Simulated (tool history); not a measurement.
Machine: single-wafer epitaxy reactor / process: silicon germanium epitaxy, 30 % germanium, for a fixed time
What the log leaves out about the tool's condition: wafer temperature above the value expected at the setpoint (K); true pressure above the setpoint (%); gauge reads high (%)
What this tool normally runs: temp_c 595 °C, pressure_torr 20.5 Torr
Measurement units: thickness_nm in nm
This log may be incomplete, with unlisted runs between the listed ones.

run,hour,temp_c,pressure_torr,wafers since the last listed run,hours since the last pyrometer calibration,hours since the last manometer calibration,hours since the showerhead was replaced,hours since the gauge calibration,"read-back reference wafer on the same gauge, thickness_nm",thickness_nm
1,0.0,595,20.5,0,442.2,1922.1,5776.8,3163.4,52.453,52.139
2,43.6,595,20.5,464,485.8,1965.7,5820.4,3207.0,52.462,52.041
3,151.2,595,20.5,1145,593.4,2073.3,5928.0,3314.6,52.477,52.269
4,257.0,603,22.9,1126,699.2,2179.1,6033.8,3420.4,52.479,61.888
5,338.4,595,22.0,866,780.6,2260.5,6115.2,3501.8,52.442,53.363
6,374.8,595,22.0,387,817.0,2296.9,6151.6,3538.2,52.487,53.479
7,438.9,595,20.5,682,881.1,2361.0,6215.7,3602.3,52.501,52.075
8,474.9,595,20.5,383,917.1,2397.0,6251.7,3638.3,52.443,51.920
# hour 522.5: gauge calibrated
9,526.3,595,20.5,547,968.5,2448.4,6303.1,3.8,51.913,51.513
# hour 558.6: showerhead replaced
10,579.7,595,20.5,483,1021.9,2501.8,21.1,57.2,51.978,51.374
11,637.7,595,20.5,617,1079.9,2559.8,79.1,115.2,51.996,51.425
12,696.8,595,20.5,629,1139.0,2618.9,138.2,174.3,52.021,51.645
13,780.6,595,20.5,892,1222.8,2702.7,222.0,258.1,52.044,51.634
14,845.7,595,20.5,693,1287.9,2767.8,287.1,323.2,52.051,51.653
15,905.1,595,20.5,632,1347.3,2827.2,346.5,382.6,52.095,51.759
# hour 934.2: capacitance manometer re-zeroed and calibrated
16,951.3,595,20.5,406,1393.5,17.1,392.7,428.8,52.117,51.662
17,1032.9,595,22.0,868,1475.1,98.7,474.3,510.4,52.110,52.999
18,1103.9,585,20.5,755,1546.1,169.7,545.3,581.4,52.129,43.872
19,1202.6,604,25.1,1050,1644.8,268.4,644.0,680.1,52.178,64.596
20,1283.6,595,24.2,862,1725.8,349.4,725.0,761.1,52.193,54.981
21,1391.6,595,20.5,1149,1833.8,457.4,833.0,869.1,52.182,51.911
22,1465.0,595,20.5,781,1907.2,530.8,906.4,942.5,52.207,51.978
23,1657.2,595,20.5,2046,2099.4,723.0,1098.6,1134.7,52.260,51.886
24,1758.6,600,22.4,1079,2200.8,824.4,1200.0,1236.1,52.250,58.063
# hour 1842.4: pyrometer calibrated
25,1857.5,608,17.8,967,15.1,923.3,1298.9,1335.0,52.312,60.757
26,1944.2,584,20.5,922,101.8,1010.0,1385.6,1421.7,52.325,43.440
27,1991.1,595,20.5,499,148.7,1056.9,1432.5,1468.6,52.351,51.764
28,2041.9,595,20.5,540,199.5,1107.7,1483.3,1519.4,52.315,52.056
29,2128.2,591,20.5,918,285.8,1194.0,1569.6,1605.7,52.321,48.718
30,2217.4,586,20.5,949,375.0,1283.2,1658.8,1694.9,52.317,44.855
31,2270.6,586,23.3,566,428.2,1336.4,1712.0,1748.1,52.319,47.183
32,2331.6,584,16.9,649,489.2,1397.4,1773.0,1809.1,52.337,40.427
33,2384.1,587,15.6,558,541.7,1449.9,1825.5,1861.6,52.348,41.159
34,2438.5,595,20.5,579,596.1,1504.3,1879.9,1916.0,52.352,52.215
35,2536.7,595,25.5,1045,694.3,1602.5,1978.1,2014.2,52.383,56.565

Exercise: give the hidden state of the tool at every run:
wafer temperature above the value expected at the setpoint (K): 0 in every run
true pressure above the setpoint (%): 0 in every run
H1: gauge reads high (%)
run,H1
1,0.856
2,0.858
3,0.864
4,0.868
5,0.872
6,0.873
7,0.876
8,0.877
9,-0.12
10,-0.0757
11,-0.03
12,0.0143
13,0.0734
14,0.116
15,0.154
16,0.181
17,0.228
18,0.265
19,0.314
20,0.351
21,0.396
22,0.425
23,0.492
24,0.523
25,0.55
26,0.573
27,0.584
28,0.596
29,0.615
30,0.633
31,0.644
32,0.655
33,0.664
34,0.673
35,0.688

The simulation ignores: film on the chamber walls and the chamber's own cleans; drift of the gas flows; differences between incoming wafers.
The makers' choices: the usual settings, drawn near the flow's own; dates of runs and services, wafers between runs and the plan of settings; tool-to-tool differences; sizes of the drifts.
